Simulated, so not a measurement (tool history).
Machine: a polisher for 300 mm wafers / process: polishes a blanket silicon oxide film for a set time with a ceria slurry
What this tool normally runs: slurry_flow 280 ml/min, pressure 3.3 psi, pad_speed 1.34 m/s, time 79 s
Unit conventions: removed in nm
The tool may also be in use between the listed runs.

run   hour  slurry_flow  pressure  pad_speed  time  incoming thickness of the incoming film, nm  removed
  1    0.0          280       3.3       1.34    79                                       1899.2    381.9
  2    9.4          280       3.3       1.34    79                                       1866.9    381.3
      17.8  -- worn pad replaced by a new one
  3   19.2          280       3.3       1.34    79                                       1871.9    399.1
  4   33.1          280       3.3       1.34    79                                       1912.5    390.4
  5   50.3          280       3.3       1.34    79                                       1905.7    373.8
  6   63.5          280       3.3       1.34    79                                       1868.3    369.3
  7   78.5          280       3.3       1.22    79                                       1870.2    347.6
  8   86.2          280       3.3       1.22    79                                       1898.6    344.0
  9  102.6          280       3.3       1.22    79                                       1866.5    342.0
     111.2  -- worn pad replaced by a new one
 10  111.7          280       3.3       1.34    79                                       1845.6    379.2
 11  122.5          280       3.3       1.34    79                                       1877.0    369.2
     129.9  -- slurry nozzle cleaned
 12  131.0          280       3.3       1.34    79                                       1883.0    417.6
 13  144.0          210       4.0       1.52   106                                       1903.0    713.4
     147.0  -- head pressure recalibrated
 14  158.7          280       4.1       1.34    79                                       1867.9    509.5
 15  174.9          280       3.3       1.34    79                                       1843.7    412.3
 16  192.5          310       3.3       1.14    79                                       1852.7    373.2
     206.9  -- worn pad replaced by a new one
 17  207.4          280       3.3       1.34    79                                       1887.9    428.7
 18  219.1          280       3.3       1.22    79                                       1881.1    394.8
 19  236.9          280       3.3       1.34    79                                       1885.7    411.9
 20  245.5          280       2.7       1.34   102                                       1889.0    432.5
 21  257.4          370       4.1       1.34    79                                       1869.9    520.3
 22  264.4          225       3.3       1.12    79                                       1901.5    360.4
 23  277.9          280       3.3       1.68    79                                       1914.3    462.0
 24  288.8          280       3.8       1.70    79                                       1890.0    541.1

Hidden state, per run?
deviation of the head's pressure from its setpoint, %: 0 in every run
H1: removal rate lost through wear of the pad, %
H2: slurry flow missing at the pad, %
run     H1    H2
  1   5.79  38.8
  2   5.91    40
  3   1.17  41.2
  4   3.15    43
  5   4.71  45.3
  6   5.46  47.2
  7   6.03  49.3
  8   6.23  50.4
  9   6.54  52.9
 10  0.621  54.2
 11   2.28  55.9
 12   3.26  4.06
 13   4.35  4.08
 14   5.16  4.17
 15   5.73  4.32
 16   6.11  4.57
 17  0.939  4.84
 18   2.71  5.09
 19   4.46  5.55
 20   5.02  5.79
 21    5.6  6.17
 22   5.85  6.41
 23   6.22   6.9
 24   6.42  7.34
